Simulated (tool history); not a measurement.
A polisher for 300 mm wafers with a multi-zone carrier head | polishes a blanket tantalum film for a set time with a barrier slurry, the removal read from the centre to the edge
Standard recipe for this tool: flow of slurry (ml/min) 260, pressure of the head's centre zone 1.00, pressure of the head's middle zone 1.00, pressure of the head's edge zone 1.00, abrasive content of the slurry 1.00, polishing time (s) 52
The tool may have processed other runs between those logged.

run	day	flow of slurry (ml/min)	pressure of the head's centre zone	pressure of the head's middle zone	pressure of the head's edge zone	abrasive content of the slurry	polishing time (s)	wafers since the last listed run	wafers polished on this pad	hours since the slurry nozzle was cleaned	hours since the centre zone pressure was calibrated	hours since the edge zone pressure was calibrated	hours since the carrier head's membrane was replaced	incoming thickness of the incoming film, nm	film removed at the wafer's centre (Å)	film removed at mid-radius (Å)	film removed at the wafer's edge (Å)
1	0.000	260	0.92	1.00	0.97	1.00	52	0	206	262.5	483.0	44.4	1123.9	308.9	930	1003	1013
2	4.338	260	1.00	1.00	1.00	1.00	52	795	1001	366.6	587.1	148.5	1228.0	305.0	960	937	982
# day 6.175: centre zone pressure recalibrated
3	8.154	260	1.00	1.00	1.00	1.00	52	684	1686	458.2	47.5	240.1	1319.6	312.4	900	947	943
4	10.242	260	1.00	1.00	1.00	1.00	52	382	2069	508.3	97.6	290.2	1369.7	307.6	930	933	949
# day 11.975: worn pad replaced by a new one
5	12.496	260	1.00	1.00	1.00	1.00	52	382	95	562.4	151.7	344.3	1423.8	310.0	1006	987	1057
6	16.833	320	1.00	1.00	1.00	0.85	52	795	891	666.5	255.8	448.4	1527.9	308.0	903	928	905
# day 18.229: slurry nozzle cleaned
7	19.908	260	1.00	1.00	1.00	1.00	52	556	1447	40.3	329.6	522.2	1601.7	308.9	930	943	989
8	22.696	260	1.00	1.00	1.00	1.00	52	511	1958	107.2	396.5	589.1	1668.6	310.3	940	932	965
# day 22.967: worn pad replaced by a new one
# day 25.071: carrier head's membrane replaced by a new one
9	26.433	260	1.00	1.00	1.00	1.00	52	616	597	196.9	486.2	678.8	32.7	310.1	971	965	1016
10	29.608	260	0.89	1.00	1.00	1.00	52	582	1180	273.1	562.4	755.0	108.9	311.4	865	957	990
11	33.129	260	1.00	1.00	1.00	1.00	52	645	1825	357.6	646.9	839.5	193.4	308.2	952	945	953
# day 35.454: centre zone pressure recalibrated
# day 36.671: worn pad replaced by a new one
12	39.667	260	1.00	1.00	1.00	1.00	52	1153	549	514.5	101.1	996.4	350.3	309.3	960	992	1002
# day 41.808: slurry nozzle cleaned
13	41.829	260	1.00	1.04	1.00	1.00	41	388	938	0.5	153.0	1048.3	402.2	309.5	747	779	761
# day 43.850: edge zone pressure recalibrated
14	43.950	260	1.00	1.00	0.92	1.10	52	373	1312	51.4	203.9	2.4	453.1	306.3	970	971	967
15	46.858	260	1.10	1.00	0.90	1.00	42	533	1845	121.2	273.7	72.2	522.9	313.4	797	757	753
# day 48.104: worn pad replaced by a new one
16	48.625	260	1.00	1.00	1.00	1.00	39	293	95	163.6	316.1	114.6	565.3	311.5	744	746	775
17	52.350	260	1.05	0.93	1.00	1.00	52	683	778	253.0	405.5	204.0	654.7	313.4	973	891	968
18	57.346	260	1.00	1.00	1.00	1.00	63	916	1694	372.9	525.4	323.9	774.6	305.8	1146	1137	1211
# day 59.504: worn pad replaced by a new one
19	60.733	260	1.00	1.00	1.00	1.00	67	590	225	454.2	606.7	405.2	855.9	305.2	1250	1279	1352

Below are 5 alternative next runs, each starting from the tool's condition after run 19. Predict each:
A	60.750	290	1.00	1.00	1.00	1.00	52	3	228	454.6	607.1	405.6	856.3	313.3	?	?	?
B	60.750	260	1.00	1.08	1.00	0.75	52	3	228	454.6	607.1	405.6	856.3	313.3	?	?	?
C	60.750	260	1.00	0.93	1.00	0.90	52	3	228	454.6	607.1	405.6	856.3	313.3	?	?	?
D	60.750	260	1.00	1.00	1.00	1.20	52	3	228	454.6	607.1	405.6	856.3	313.3	?	?	?
E	60.750	260	1.04	1.00	1.00	1.00	52	3	228	454.6	607.1	405.6	856.3	313.3	?	?	?

run	film removed at the wafer's centre (Å)	film removed at mid-radius (Å)	film removed at the wafer's edge (Å)
A	1012	1017	1035
B	885	950	908
C	959	909	987
D	1060	1066	1089
E	1030	1005	1027
Had the tool no hidden state, the same runs would have come out as:
run	film removed at the wafer's centre (Å)	film removed at mid-radius (Å)	film removed at the wafer's edge (Å)
A	1039	1045	1064
B	909	976	933
C	986	934	1014
D	1089	1096	1119
E	1058	1033	1055

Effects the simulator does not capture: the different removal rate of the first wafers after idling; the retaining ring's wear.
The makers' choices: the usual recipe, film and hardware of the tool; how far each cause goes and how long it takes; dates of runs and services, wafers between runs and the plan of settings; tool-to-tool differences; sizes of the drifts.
